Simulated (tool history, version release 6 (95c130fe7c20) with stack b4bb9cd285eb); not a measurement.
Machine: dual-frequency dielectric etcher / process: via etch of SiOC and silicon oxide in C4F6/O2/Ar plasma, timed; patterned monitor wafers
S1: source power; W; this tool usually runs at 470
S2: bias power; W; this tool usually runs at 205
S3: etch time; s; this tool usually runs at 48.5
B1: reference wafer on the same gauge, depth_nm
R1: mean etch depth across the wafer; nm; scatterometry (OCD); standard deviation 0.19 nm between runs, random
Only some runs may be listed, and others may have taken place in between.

{"run": 1, "hour": 0.0, "S1": 470, "S2": 205, "S3": 48.5, "B1": 65.5, "R1": 55.7}
{"run": 2, "hour": 39.6, "S1": 470, "S2": 205, "S3": 48.5, "B1": 65.6, "R1": 55.4}
{"run": 3, "hour": 92.0, "S1": 470, "S2": 205, "S3": 48.5, "B1": 65.5, "R1": 55.4}
{"run": 4, "hour": 164.0, "S1": 470, "S2": 205, "S3": 48.5, "B1": 65.6, "R1": 55.1}
{"run": 5, "hour": 211.9, "S1": 470, "S2": 205, "S3": 48.5, "B1": 65.6, "R1": 55.0}
{"run": 6, "hour": 276.1, "S1": 470, "S2": 205, "S3": 48.5, "B1": 65.6, "R1": 55.1}
{"run": 7, "hour": 342.4, "S1": 470, "S2": 205, "S3": 48.5, "B1": 65.7, "R1": 54.5}
{"run": 8, "hour": 413.7, "S1": 470, "S2": 205, "S3": 48.5, "B1": 65.7, "R1": 56.2}
{"run": 9, "hour": 478.6, "S1": 470, "S2": 205, "S3": 48.5, "B1": 65.6, "R1": 55.9}
{"run": 10, "hour": 503.1, "S1": 470, "S2": 205, "S3": 48.5, "B1": 65.6, "R1": 56.0}
{"run": 11, "hour": 531.8, "S1": 470, "S2": 205, "S3": 48.5, "B1": 65.6, "R1": 55.3}
{"run": 12, "hour": 595.7, "S1": 470, "S2": 205, "S3": 48.5, "B1": 65.6, "R1": 55.0}
{"run": 13, "hour": 644.2, "S1": 390, "S2": 205, "S3": 43.0, "B1": 65.6, "R1": 46.2}
{"run": 14, "hour": 670.4, "S1": 470, "S2": 205, "S3": 48.5, "B1": 65.6, "R1": 55.0}
{"run": 15, "hour": 725.8, "S1": 470, "S2": 232, "S3": 61.0, "B1": 65.7, "R1": 72.2}
{"run": 16, "hour": 765.5, "S1": 400, "S2": 219, "S3": 48.5, "B1": 65.6, "R1": 53.3}
{"run": 17, "hour": 824.6, "S1": 540, "S2": 205, "S3": 43.0, "B1": 65.6, "R1": 50.5}
{"run": 18, "hour": 873.0, "S1": 420, "S2": 186, "S3": 34.0, "B1": 65.5, "R1": 36.9}
{"run": 19, "hour": 930.7, "S1": 470, "S2": 205, "S3": 34.5, "B1": 65.6, "R1": 39.9}
{"run": 20, "hour": 974.9, "S1": 470, "S2": 205, "S3": 48.5, "B1": 65.7, "R1": 55.9}
{"run": 21, "hour": 1005.5, "S1": 470, "S2": 205, "S3": 48.5, "B1": 65.6, "R1": 55.3}
{"run": 22, "hour": 1071.3, "S1": 590, "S2": 189, "S3": 55.5, "B1": 65.6, "R1": 66.6}
{"run": 23, "hour": 1129.3, "S1": 470, "S2": 205, "S3": 48.5, "B1": 65.5, "R1": 55.5}
{"run": 24, "hour": 1323.2, "S1": 410, "S2": 205, "S3": 48.5, "B1": 65.6, "R1": 53.4}
{"run": 25, "hour": 1354.5, "S1": 520, "S2": 156, "S3": 48.5, "B1": 65.6, "R1": 52.6}
{"run": 26, "hour": 1401.8, "S1": 390, "S2": 184, "S3": 58.5, "B1": 65.6, "R1": 60.5}
{"run": 27, "hour": 1441.4, "S1": 380, "S2": 184, "S3": 40.5, "B1": 65.5, "R1": 41.5}
{"run": 28, "hour": 1483.9, "S1": 470, "S2": 205, "S3": 48.5, "B1": 65.7, "R1": 55.1}
{"run": 29, "hour": 1553.7, "S1": 470, "S2": 205, "S3": 48.5, "B1": 65.6, "R1": 54.9}

Not shown: 7 entries that the log had between the listed runs. Between which runs, and how does the tool's hidden state differ before and after?
After run 7, before run 8: wet clean of the chamber (hour 394.1)
  etch rate over this chamber's usual, %: -2.86 -> 0.101
  what was measured, less what the result would be without the hidden state, R1: -1.6 -> +0.1 nm
After run 10, before run 11: gauge calibrated (hour 509.7)
  etch rate over this chamber's usual, %: -0.481 -> -0.668
  what was measured, less what the result would be without the hidden state, R1: -0.2 -> -0.4 nm
After run 12, before run 13: source power generator calibrated (hour 635.1)
  etch rate over this chamber's usual, %: -1.08 -> -1.4
  what was measured, less what the result would be without the hidden state, R1: -0.6 -> -0.6 nm
After run 17, before run 18: bias power generator calibrated (hour 861.6); wet clean of the chamber (hour 872.5)
  etch rate over this chamber's usual, %: -2.58 -> 0.061
  what was measured, less what the result would be without the hidden state, R1: -1.4 -> +0.0 nm
After run 21, before run 22: upper electrode replaced (hour 1050.9)
  etch rate over this chamber's usual, %: -0.802 -> -1.23
  what was measured, less what the result would be without the hidden state, R1: -0.5 -> -0.8 nm
After run 23, before run 24: wet clean of the chamber (hour 1240.0)
  etch rate over this chamber's usual, %: -1.61 -> -0.778
  what was measured, less what the result would be without the hidden state, R1: -0.9 -> -0.4 nm
